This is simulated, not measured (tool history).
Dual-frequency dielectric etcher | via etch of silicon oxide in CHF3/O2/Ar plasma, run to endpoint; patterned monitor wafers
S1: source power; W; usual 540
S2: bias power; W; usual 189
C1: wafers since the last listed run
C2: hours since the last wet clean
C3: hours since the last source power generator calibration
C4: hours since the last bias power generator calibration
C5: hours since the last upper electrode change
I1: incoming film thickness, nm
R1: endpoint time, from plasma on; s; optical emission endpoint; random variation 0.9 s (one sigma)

run,day,S1,S2,C1,C2,C3,C4,C5,I1,R1
1,0,540,189,0,130.6,2401.2,1687,6397.1,571.8,302.9
2,0.571,540,189,67,144.3,2414.9,1700.7,6410.8,574.4,304.9
3,1.088,540,189,60,156.7,2427.3,1713.1,6423.2,578.4,306
4,4.842,540,189,442,246.8,2517.4,1803.2,6513.3,571.5,304.1
5,6.121,450,189,150,277.5,2548.1,1833.9,6544,573.4,326
# day 8.096: source power generator calibrated
6,10.138,450,189,453,373.9,49,1930.3,6640.4,568.3,324.1
# day 11.183: upper electrode replaced
7,11.438,450,189,35,405.1,80.2,1961.5,6.1,569.2,327.5
8,12.608,540,203,138,433.2,108.3,1989.6,34.2,568.9,302.6
9,13.362,540,203,88,451.3,126.4,2007.7,52.3,570.2,303.4
10,14.854,540,212,175,487.1,162.2,2043.5,88.1,569.9,302.9
# day 15.538: bias power generator calibrated
11,15.558,630,170,63,504,179.1,0.5,105,573.7,302
12,16.317,440,176,89,522.2,197.3,18.7,123.2,574.4,339.4
# day 17.438: wet clean of the chamber
13,17.458,440,176,16,0.5,224.7,46.1,150.6,565.5,322.7
14,18.433,500,205,114,23.9,248.1,69.5,174,567.6,299.5
15,19.412,650,189,115,47.4,271.6,93,197.5,572.2,283.8
16,20.012,500,210,70,61.8,286,107.4,211.9,567.7,299.9
17,21.162,540,189,135,89.4,313.6,135,239.5,569.2,299.9
18,22.579,450,189,166,123.4,347.6,169,273.5,572.8,319.7
19,25.092,540,154,296,183.7,407.9,229.3,333.8,568.4,316

The tool's hidden state at each run:
source power that arrives over what is set, %: 0 in every run
bias power that arrives over what is set, %: 0 in every run
H1: etch rate over this chamber's usual, %
run,H1
1,-0.678
2,-0.776
3,-0.863
4,-1.5
5,-1.72
6,-2.4
7,-2.62
8,-2.82
9,-2.95
10,-3.21
11,-3.32
12,-3.45
13,0.258
14,0.0918
15,-0.0748
16,-0.177
17,-0.372
18,-0.613
19,-1.04

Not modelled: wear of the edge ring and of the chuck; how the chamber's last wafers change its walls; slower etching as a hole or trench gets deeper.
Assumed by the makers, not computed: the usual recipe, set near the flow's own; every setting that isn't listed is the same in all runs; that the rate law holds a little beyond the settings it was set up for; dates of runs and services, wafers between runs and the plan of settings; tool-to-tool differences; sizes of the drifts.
